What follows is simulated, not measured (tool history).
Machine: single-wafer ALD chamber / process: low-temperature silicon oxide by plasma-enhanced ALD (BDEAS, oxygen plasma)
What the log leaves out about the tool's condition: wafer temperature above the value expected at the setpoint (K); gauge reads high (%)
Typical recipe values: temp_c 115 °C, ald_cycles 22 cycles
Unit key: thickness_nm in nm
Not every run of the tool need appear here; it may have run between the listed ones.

run     day  temp_c  ald_cycles  wafers since the last listed run  hours since the last thermocouple change  hours since the gauge calibration  read-back reference wafer on the same gauge, thickness_nm  thickness_nm
  1   0.000     127          20                                 0                                     848.4                             1461.1                                                      2.929         2.719
  2   9.996     127          20                              3476                                    1088.3                             1701.0                                                      2.932         2.726
  3  13.617     121          19                              1259                                    1175.2                             1787.9                                                      2.929         2.607
  4  17.354     115          22                              1300                                    1264.9                             1877.6                                                      2.930         3.063
  5  20.729     115          22                              1173                                    1345.9                             1958.6                                                      2.929         3.047
     22.217  -- thermocouple changed; heater temperature recalibrated
  6  23.162     115          22                               730                                      22.7                             2017.0                                                      2.933         3.033
  7  24.962     115          22                               626                                      65.9                             2060.2                                                      2.929         3.029
     27.138  -- gauge calibrated
  8  28.579     115          22                              1257                                     152.7                               34.6                                                      2.930         3.028
  9  32.942     112          24                              1517                                     257.4                              139.3                                                      2.928         3.333
 10  36.917     115          26                              1382                                     352.8                              234.7                                                      2.932         3.616
 11  40.271     115          26                              1166                                     433.3                              315.2                                                      2.929         3.601
 12  44.650     111          22                              1523                                     538.4                              420.3                                                      2.928         3.068
 13  46.246     115          22                               555                                     576.7                              458.6                                                      2.930         3.040
 14  48.008     106          26                               613                                     619.0                              500.9                                                      2.927         3.663
 15  50.850     115          22                               988                                     687.2                              569.1                                                      2.930         3.040
 16  52.871     115          19                               702                                     735.7                              617.6                                                      2.930         2.646
 17  56.942     128          24                              1415                                     833.4                              715.3                                                      2.932         3.256
 18  61.258     102          22                              1501                                     937.0                              818.9                                                      2.929         3.125
 19  64.025     127          22                               962                                    1003.4                              885.3                                                      2.929         2.988
 20  66.067     111          23                               710                                    1052.4                              934.3                                                      2.931         3.225
 21  68.246     115          22                               757                                    1104.7                              986.6                                                      2.929         3.061
 22  72.467     115          22                              1468                                    1206.0                             1087.9                                                      2.932         3.043

How the hidden state differs across the entries between the runs, from the last listed run before each to the first after it:
Logged between run 5 and run 6: thermocouple changed; heater temperature recalibrated (day 22.217)
  wafer temperature above the value expected at the setpoint (K): -5.22 -> -0.842
  what was measured, less what the result would be without the hidden state, thickness_nm: +0.026 -> +0.004 nm
Logged between run 7 and run 8: gauge calibrated (day 27.138)
  wafer temperature above the value expected at the setpoint (K): -1.35 -> -2.24
  what was measured, less what the result would be without the hidden state, thickness_nm: +0.006 -> +0.011 nm
